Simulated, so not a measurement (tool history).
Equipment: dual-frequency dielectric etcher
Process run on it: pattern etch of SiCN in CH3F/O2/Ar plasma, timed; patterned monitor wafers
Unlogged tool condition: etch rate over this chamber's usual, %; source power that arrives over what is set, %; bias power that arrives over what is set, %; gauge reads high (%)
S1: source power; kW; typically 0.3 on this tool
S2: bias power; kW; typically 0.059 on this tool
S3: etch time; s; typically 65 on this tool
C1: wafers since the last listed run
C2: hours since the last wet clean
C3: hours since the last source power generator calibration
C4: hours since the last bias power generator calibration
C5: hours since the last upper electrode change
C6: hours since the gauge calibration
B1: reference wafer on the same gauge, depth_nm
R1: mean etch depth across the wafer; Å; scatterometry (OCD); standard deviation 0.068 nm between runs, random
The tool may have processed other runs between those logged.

run,hour,S1,S2,S3,C1,C2,C3,C4,C5,C6,B1,R1
1,0,0.3,0.059,76,0,43.9,748.3,1800.7,2614.7,449.2,18.72,234.8
2,44.5,0.3,0.059,76,519,88.4,792.8,1845.2,2659.2,493.7,18.72,238.5
3,133.2,0.3,0.059,65,1034,177.1,881.5,1933.9,2747.9,582.4,18.7,203.1
4,208,0.3,0.059,65,872,251.9,956.3,2008.7,2822.7,657.2,18.72,202.5
5,298.7,0.3,0.059,65,1058,342.6,1047,2099.4,2913.4,747.9,18.7,205.7
6,363.2,0.3,0.059,65,752,407.1,1111.5,2163.9,2977.9,812.4,18.71,205.6
# hour 442.9: gauge calibrated
7,457.5,0.3,0.059,65,1100,501.4,1205.8,2258.2,3072.2,14.6,18.68,205.4
8,512.4,0.3,0.059,79.5,640,556.3,1260.7,2313.1,3127.1,69.5,18.7,252.5
# hour 586.2: bias power generator calibrated
9,591,0.3,0.059,79.5,870,634.9,1339.3,4.8,3205.7,148.1,18.71,254.7
# hour 654.9: wet clean of the chamber
10,655.4,0.35,0.05,49.5,471,0.5,1403.7,69.2,3270.1,212.5,18.71,155.8
11,720,0.3,0.059,65,753,65.1,1468.3,133.8,3334.7,277.1,18.71,201.5
12,795.2,0.3,0.059,79.5,877,140.3,1543.5,209,3409.9,352.3,18.69,247.9
# hour 829.3: upper electrode replaced
13,893.1,0.3,0.071,54,862,238.2,1641.4,306.9,63.8,450.2,18.71,179.1
# hour 912.6: source power generator calibrated
14,952.5,0.3,0.059,65,646,297.6,39.9,366.3,123.2,509.6,18.67,204.2
15,1051.6,0.33,0.059,82,1156,396.7,139,465.4,222.3,608.7,18.72,269.7
16,1141.3,0.3,0.059,58,1046,486.4,228.7,555.1,312,698.4,18.67,183
# hour 1198.6: gauge calibrated
17,1238.1,0.37,0.05,65,1129,583.2,325.5,651.9,408.8,39.5,18.7,214
18,1300,0.3,0.072,65,722,645.1,387.4,713.8,470.7,101.4,18.68,220.4
# hour 1337.4: wet clean of the chamber
19,1375.8,0.3,0.059,65,604,38.4,463.2,789.6,546.5,177.2,18.71,201.2

5 options for the next run, each taken on its own from the tool as it stands now. Forecast them:
A,1376.2,0.3,0.059,65,4,38.8,463.6,790,546.9,177.6,?,?
B,1376.2,0.3,0.059,48.5,4,38.8,463.6,790,546.9,177.6,?,?
C,1376.2,0.24,0.059,65,4,38.8,463.6,790,546.9,177.6,?,?
D,1376.2,0.28,0.051,65,4,38.8,463.6,790,546.9,177.6,?,?
E,1376.2,0.25,0.046,47,4,38.8,463.6,790,546.9,177.6,?,?

run,B1,R1
A,18.68,202.8
B,18.68,151.3
C,18.68,186.3
D,18.68,189.6
E,18.68,127.7
With no hidden state in the tool, these same runs would have given:
run,R1
A,202.8
B,151.3
C,186.3
D,189.6
E,127.7
